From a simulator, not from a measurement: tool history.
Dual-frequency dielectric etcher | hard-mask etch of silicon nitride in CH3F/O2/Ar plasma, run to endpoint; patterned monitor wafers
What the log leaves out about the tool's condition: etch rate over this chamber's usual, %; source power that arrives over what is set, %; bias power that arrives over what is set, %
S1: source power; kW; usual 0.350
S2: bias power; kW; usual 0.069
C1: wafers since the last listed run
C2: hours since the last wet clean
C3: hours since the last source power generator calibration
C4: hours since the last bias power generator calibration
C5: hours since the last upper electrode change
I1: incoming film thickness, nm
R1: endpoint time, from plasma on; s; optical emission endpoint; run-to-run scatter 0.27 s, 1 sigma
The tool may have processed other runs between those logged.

run,hour,S1,S2,C1,C2,C3,C4,C5,I1,R1
1,0.0,0.350,0.069,0,113.5,912.7,903.9,1955.8,29.20,41.4
2,70.7,0.350,0.069,495,184.2,983.4,974.6,2026.5,29.08,40.4
3,119.3,0.350,0.069,340,232.8,1032.0,1023.2,2075.1,29.42,40.6
4,214.4,0.350,0.069,665,327.9,1127.1,1118.3,2170.2,29.04,39.8
5,320.1,0.310,0.069,740,433.6,1232.8,1224.0,2275.9,29.10,40.9
# hour 355.7: wet clean of the chamber
6,533.9,0.350,0.069,1329,178.2,1446.6,1437.8,2489.7,29.38,40.9
7,649.5,0.350,0.069,809,293.8,1562.2,1553.4,2605.3,29.21,40.0
8,693.4,0.350,0.069,307,337.7,1606.1,1597.3,2649.2,29.18,40.3
9,746.2,0.290,0.069,369,390.5,1658.9,1650.1,2702.0,29.59,42.2
# hour 827.9: bias power generator calibrated
# hour 836.6: wet clean of the chamber
10,942.1,0.290,0.069,1282,105.5,1854.8,114.2,2897.9,29.38,44.0
# hour 1051.6: upper electrode replaced
11,1052.1,0.350,0.074,602,215.5,1964.8,224.2,0.5,29.22,40.3
12,1123.7,0.350,0.074,501,287.1,2036.4,295.8,72.1,29.54,40.6
13,1186.8,0.290,0.076,441,350.2,2099.5,358.9,135.2,29.57,41.9
# hour 1249.0: wet clean of the chamber
14,1284.6,0.400,0.055,516,35.6,2197.3,456.7,233.0,29.01,41.6
15,1389.2,0.420,0.078,732,140.2,2301.9,561.3,337.6,29.19,37.6
16,1430.0,0.280,0.060,285,181.0,2342.7,602.1,378.4,29.30,44.9
17,1467.7,0.400,0.064,263,218.7,2380.4,639.8,416.1,29.36,39.6
18,1574.7,0.390,0.060,749,325.7,2487.4,746.8,523.1,29.40,39.6
# hour 1588.3: source power generator calibrated
# hour 1633.0: wet clean of the chamber
19,1633.5,0.400,0.055,215,0.5,45.2,805.6,581.9,29.40,42.9
20,1723.1,0.350,0.069,627,90.1,134.8,895.2,671.5,29.25,41.6
21,1806.6,0.420,0.061,584,173.6,218.3,978.7,755.0,29.36,39.4
22,1878.9,0.280,0.057,506,245.9,290.6,1051.0,827.3,29.34,45.3
23,1934.5,0.350,0.069,389,301.5,346.2,1106.6,882.9,29.51,40.5
# hour 2022.8: wet clean of the chamber
24,2023.3,0.350,0.069,453,0.5,435.0,1195.4,971.7,29.57,41.9

Selected run-to-run steps in R1, each split into two signed amounts: the part the tool would show with no hidden state at all (from settings, incoming material and random variation), and the remainder, which goes to the hidden state together with any gauge scatter not common to the measured and the hidden-state-free results:
Run 9 -> 10: bias power generator calibrated, wet clean of the chamber. R1 +1.8 s: hidden state +2.1, all else -0.3.
Run 15 -> 16: S1 0.420 -> 0.280, S2 0.078 -> 0.060. R1 +7.3 s: hidden state -0.4, all else +7.7.
Run 18 -> 19: S1 0.390 -> 0.400, S2 0.060 -> 0.055, source power generator calibrated, wet clean of the chamber. R1 +3.3 s: hidden state +1.8, all else +1.5.
Run 21 -> 22: S1 0.420 -> 0.280, S2 0.061 -> 0.057. R1 +5.9 s: hidden state -0.6, all else +6.5.
